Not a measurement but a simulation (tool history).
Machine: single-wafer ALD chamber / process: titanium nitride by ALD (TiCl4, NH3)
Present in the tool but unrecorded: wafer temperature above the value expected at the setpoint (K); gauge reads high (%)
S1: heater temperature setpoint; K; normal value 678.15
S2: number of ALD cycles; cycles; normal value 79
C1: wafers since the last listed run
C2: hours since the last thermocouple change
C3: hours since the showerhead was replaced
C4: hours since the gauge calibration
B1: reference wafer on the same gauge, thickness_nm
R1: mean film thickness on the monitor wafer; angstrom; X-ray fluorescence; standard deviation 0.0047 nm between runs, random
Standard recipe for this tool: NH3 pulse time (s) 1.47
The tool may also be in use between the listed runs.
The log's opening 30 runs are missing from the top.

{"run": 31, "hour": 457.5, "S1": 678.15, "S2": 84, "NH3 pulse time (s)": 1.23, "C1": 39, "C2": 22.0, "C3": 49.4, "C4": 225.4, "B1": 1.921, "R1": 20.03}
{"run": 32, "hour": 466.0, "S1": 678.15, "S2": 67, "NH3 pulse time (s)": 1.26, "C1": 22, "C2": 30.5, "C3": 57.9, "C4": 233.9, "B1": 1.922, "R1": 15.97}
{"run": 33, "hour": 483.2, "S1": 678.15, "S2": 74, "NH3 pulse time (s)": 1.24, "C1": 44, "C2": 47.7, "C3": 75.1, "C4": 251.1, "B1": 1.921, "R1": 17.69}
{"run": 34, "hour": 494.1, "S1": 678.15, "S2": 79, "NH3 pulse time (s)": 1.21, "C1": 28, "C2": 58.6, "C3": 86.0, "C4": 262.0, "B1": 1.919, "R1": 18.81}
{"run": 35, "hour": 502.1, "S1": 678.15, "S2": 79, "NH3 pulse time (s)": 1.88, "C1": 20, "C2": 66.6, "C3": 94.0, "C4": 270.0, "B1": 1.919, "R1": 19.26}
{"run": 36, "hour": 511.4, "S1": 678.15, "S2": 79, "NH3 pulse time (s)": 1.47, "C1": 24, "C2": 75.9, "C3": 103.3, "C4": 279.3, "B1": 1.919, "R1": 19.0}
{"run": 37, "hour": 520.4, "S1": 678.15, "S2": 79, "NH3 pulse time (s)": 1.47, "C1": 23, "C2": 84.9, "C3": 112.3, "C4": 288.3, "B1": 1.921, "R1": 18.9}
{"run": 38, "hour": 537.1, "S1": 678.15, "S2": 79, "NH3 pulse time (s)": 1.47, "C1": 43, "C2": 101.6, "C3": 129.0, "C4": 305.0, "B1": 1.921, "R1": 18.97}
{"run": 39, "hour": 555.0, "S1": 665.15, "S2": 87, "NH3 pulse time (s)": 1.32, "C1": 46, "C2": 119.5, "C3": 146.9, "C4": 322.9, "B1": 1.919, "R1": 20.6}

Predict each of these 4 candidate next runs independently; none follows another, all start after run 39:
{"run": "A", "hour": 555.6, "S1": 678.15, "S2": 79, "NH3 pulse time (s)": 2.05, "C1": 1, "C2": 120.1, "C3": 147.5, "C4": 323.5, "B1": "?", "R1": "?"}
{"run": "B", "hour": 555.6, "S1": 664.15, "S2": 65, "NH3 pulse time (s)": 1.83, "C1": 1, "C2": 120.1, "C3": 147.5, "C4": 323.5, "B1": "?", "R1": "?"}
{"run": "C", "hour": 555.6, "S1": 672.15, "S2": 68, "NH3 pulse time (s)": 1.47, "C1": 1, "C2": 120.1, "C3": 147.5, "C4": 323.5, "B1": "?", "R1": "?"}
{"run": "D", "hour": 555.6, "S1": 669.15, "S2": 63, "NH3 pulse time (s)": 1.97, "C1": 1, "C2": 120.1, "C3": 147.5, "C4": 323.5, "B1": "?", "R1": "?"}

run=A B1=1.920 R1=19.17
run=B B1=1.920 R1=15.56
run=C B1=1.920 R1=16.27
run=D B1=1.920 R1=15.19
Stripped of hidden state, with their random variation kept, the same runs would have yielded:
run=A R1=19.17
run=B R1=15.56
run=C R1=16.27
run=D R1=15.19

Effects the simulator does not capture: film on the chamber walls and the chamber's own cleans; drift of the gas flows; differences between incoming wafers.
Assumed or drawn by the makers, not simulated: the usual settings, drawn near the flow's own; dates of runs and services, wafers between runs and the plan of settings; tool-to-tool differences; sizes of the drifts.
